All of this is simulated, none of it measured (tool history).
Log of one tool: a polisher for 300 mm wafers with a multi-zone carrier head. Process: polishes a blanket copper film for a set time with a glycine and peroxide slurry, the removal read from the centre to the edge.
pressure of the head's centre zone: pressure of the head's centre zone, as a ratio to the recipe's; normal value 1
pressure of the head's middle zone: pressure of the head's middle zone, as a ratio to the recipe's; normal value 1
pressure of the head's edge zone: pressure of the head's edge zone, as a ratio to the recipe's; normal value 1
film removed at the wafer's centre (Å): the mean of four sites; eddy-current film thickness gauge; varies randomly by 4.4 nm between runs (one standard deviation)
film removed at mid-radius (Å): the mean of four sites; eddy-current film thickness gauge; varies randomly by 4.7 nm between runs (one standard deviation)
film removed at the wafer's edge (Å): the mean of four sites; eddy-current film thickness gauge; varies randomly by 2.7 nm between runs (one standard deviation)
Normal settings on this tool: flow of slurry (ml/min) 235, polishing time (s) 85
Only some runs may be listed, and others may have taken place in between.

| run | day | flow of slurry (ml/min) | pressure of the head's centre zone | pressure of the head's middle zone | pressure of the head's edge zone | polishing time (s) | wafers since the last listed run | wafers polished on this pad | hours since the slurry nozzle was cleaned | hours since the centre zone pressure was calibrated | hours since the edge zone pressure was calibrated | hours since the carrier head's membrane was replaced | incoming thickness of the incoming film, nm | film removed at the wafer's centre (Å) | film removed at mid-radius (Å) | film removed at the wafer's edge (Å) |
|---|---|---|---|---|---|---|---|---|---|---|---|---|---|---|---|---|
| 1 | 0 | 235 | 1 | 1 | 0.91 | 85 | 0 | 2367 | 18.8 | 343.3 | 21.2 | 239.3 | 2284.2 | 3361 | 3375 | 3444 |
| 2 | 1.246 | 235 | 1 | 1 | 1.11 | 85 | 249 | 2616 | 48.7 | 373.2 | 51.1 | 269.2 | 2286.6 | 3371 | 3413 | 3659 |
| 3 | 3.204 | 235 | 1 | 1 | 1 | 85 | 391 | 3007 | 95.7 | 420.2 | 98.1 | 316.2 | 2281.6 | 3337 | 3394 | 3453 |
|  | 4.804 | worn pad replaced by a new one |
| 4 | 5.204 | 280 | 1 | 1.09 | 1 | 93 | 366 | 80 | 143.7 | 468.2 | 146.1 | 364.2 | 2291.8 | 4015 | 4321 | 4166 |
| 5 | 6.212 | 235 | 0.92 | 1 | 1 | 85 | 201 | 281 | 167.9 | 492.4 | 170.3 | 388.4 | 2262 | 3378 | 3535 | 3773 |
| 6 | 8 | 265 | 0.95 | 1.05 | 1 | 85 | 357 | 639 | 210.8 | 535.3 | 213.2 | 431.3 | 2317.8 | 3465 | 3859 | 3827 |
| 7 | 9.217 | 190 | 1.07 | 1 | 1 | 110 | 243 | 882 | 240 | 564.5 | 242.4 | 460.5 | 2268 | 4879 | 4440 | 4706 |
| 8 | 12.188 | 235 | 0.91 | 1 | 1 | 109 | 594 | 1476 | 311.3 | 635.8 | 313.7 | 531.8 | 2241.9 | 4041 | 4558 | 4734 |
| 9 | 13.225 | 235 | 1 | 1 | 1 | 67 | 207 | 1684 | 336.2 | 660.7 | 338.6 | 556.7 | 2278 | 2744 | 2799 | 2899 |
|  | 14.533 | carrier head's membrane replaced by a new one |
| 10 | 14.646 | 260 | 1 | 1.1 | 1 | 85 | 242 | 1926 | 370.3 | 694.8 | 372.7 | 2.7 | 2263.6 | 3467 | 3724 | 3674 |
| 11 | 15.879 | 235 | 1 | 1 | 1 | 85 | 246 | 2173 | 399.9 | 724.4 | 402.3 | 32.3 | 2257.7 | 3403 | 3435 | 3623 |
| 12 | 17.396 | 235 | 1 | 0.93 | 1 | 107 | 303 | 2476 | 436.3 | 760.8 | 438.7 | 68.7 | 2243.7 | 4342 | 4241 | 4535 |

Run 13 is up next; what results do you expect?
|  | 18.712 | slurry nozzle cleaned |
| 13 | 19.962 | 275 | 1.07 | 1.04 | 1 | 85 | 505 | 2981 | 30 | 822.4 | 500.3 | 130.3 | 2277.9 | ? | ? | ? |

Run 13 gave film removed at the wafer's centre (Å) 3658, film removed at mid-radius (Å) 3641, film removed at the wafer's edge (Å) 3573.
The same run, on a tool lacking any hidden state, would have yielded film removed at the wafer's centre (Å) 3943, film removed at mid-radius (Å) 3925, film removed at the wafer's edge (Å) 3852.

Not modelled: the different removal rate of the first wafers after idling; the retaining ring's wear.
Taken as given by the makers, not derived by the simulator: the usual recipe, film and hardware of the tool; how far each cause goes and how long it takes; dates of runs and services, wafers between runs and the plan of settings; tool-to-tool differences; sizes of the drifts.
